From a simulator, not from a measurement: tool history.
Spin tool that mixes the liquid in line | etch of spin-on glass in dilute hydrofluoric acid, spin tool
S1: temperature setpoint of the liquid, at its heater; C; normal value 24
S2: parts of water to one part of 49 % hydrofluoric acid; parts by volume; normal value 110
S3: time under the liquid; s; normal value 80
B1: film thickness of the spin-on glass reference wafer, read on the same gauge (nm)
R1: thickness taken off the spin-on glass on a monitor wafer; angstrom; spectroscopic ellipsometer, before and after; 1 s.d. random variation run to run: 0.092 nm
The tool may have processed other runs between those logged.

| run | day | S1 | S2 | S3 | B1 | R1 |
|---|---|---|---|---|---|---|
| 1 | 0 | 24 | 125 | 115 | 109.98 | 342.4 |
| 2 | 2.646 | 24 | 125 | 115 | 109.99 | 341.9 |
| 3 | 4.479 | 24 | 125 | 115 | 109.99 | 343.8 |
| 4 | 5.671 | 24 | 110 | 80 | 110 | 275.8 |
| 5 | 6.95 | 24 | 110 | 80 | 109.99 | 274.7 |
| 6 | 7.975 | 24 | 110 | 80 | 110 | 277 |
| 7 | 10.629 | 24 | 110 | 80 | 110.01 | 276.5 |
| 8 | 11.971 | 24 | 110 | 80 | 109.99 | 276.4 |
|  | 12.225 | thermometer replaced |
| 9 | 15.717 | 24 | 110 | 80 | 110 | 275.8 |
| 10 | 18.312 | 24 | 110 | 80 | 109.99 | 274.6 |
| 11 | 19.983 | 24 | 110 | 80 | 110 | 276.1 |
| 12 | 21.592 | 24 | 110 | 80 | 110 | 276.6 |
|  | 22.583 | gauge calibrated |
| 13 | 23.15 | 24 | 110 | 80 | 109.99 | 276 |
| 14 | 26.117 | 24 | 110 | 80 | 110.01 | 276 |
| 15 | 33.033 | 24 | 110 | 100 | 110.01 | 343.6 |

What does the tool deliver on the next run?
|  | 34.558 | hydrofluoric acid flow meter replaced |
| 16 | 35.55 | 28.5 | 110 | 45 | ? | ? |

Logged for run 16: B1 110.01, R1 185.2 angstrom.
Had the tool carried no hidden state, the very same run would have given R1 185.2 angstrom.

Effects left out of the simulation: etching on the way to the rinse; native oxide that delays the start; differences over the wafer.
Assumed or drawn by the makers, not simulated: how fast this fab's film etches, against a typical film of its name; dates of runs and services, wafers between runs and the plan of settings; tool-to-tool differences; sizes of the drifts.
